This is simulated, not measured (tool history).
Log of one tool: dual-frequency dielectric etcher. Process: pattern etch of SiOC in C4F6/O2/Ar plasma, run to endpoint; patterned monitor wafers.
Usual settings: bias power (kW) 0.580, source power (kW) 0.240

run	hour	bias power (kW)	source power (kW)	incoming incoming film thickness, nm	endpoint time (s)
1	0.0	0.580	0.240	41.54	14.8
2	6.0	0.481	0.240	41.44	15.3
3	21.5	0.481	0.240	41.29	15.2
4	38.5	0.580	0.240	41.47	15.0
5	54.8	0.580	0.240	41.26	14.8
6	61.5	0.580	0.240	41.82	15.0
# hour 99.6: wet clean of the chamber
7	100.1	0.580	0.240	41.35	14.1
8	100.4	0.580	0.220	40.93	14.2
9	102.8	0.580	0.220	41.50	14.4
10	118.2	0.541	0.240	41.52	14.2
11	130.6	0.634	0.220	41.37	14.0
12	136.8	0.580	0.240	41.04	13.9
13	174.7	0.580	0.240	41.04	14.1
# hour 188.3: bias power generator calibrated
14	188.8	0.580	0.240	41.41	14.1
# hour 210.5: source power generator calibrated
# hour 212.9: upper electrode replaced
15	213.4	0.715	0.190	41.68	14.5
16	213.7	0.479	0.270	41.08	14.0
17	222.6	0.491	0.260	40.94	14.1
18	239.2	0.580	0.240	41.74	14.1
19	245.3	0.580	0.260	41.05	13.6
20	251.9	0.580	0.240	41.17	14.2
21	263.5	0.648	0.290	41.13	13.0
22	276.6	0.617	0.190	41.27	14.8
23	291.9	0.491	0.260	40.92	14.3
24	302.3	0.580	0.240	41.19	14.2
25	316.4	0.469	0.300	41.27	13.8
26	325.6	0.580	0.200	41.59	15.1

4 ways to go on from here, each from the tool as it stands after run 26. What would each give?
A	326.0	0.580	0.240	41.03	?
B	326.0	0.580	0.290	41.03	?
C	326.0	0.628	0.210	41.03	?
D	326.0	0.680	0.240	41.03	?

run	endpoint time (s)
A	14.2
B	13.4
C	14.5
D	13.7
Without the tool's hidden state the same runs would have given:
run	endpoint time (s)
A	14.0
B	13.3
C	14.3
D	13.5
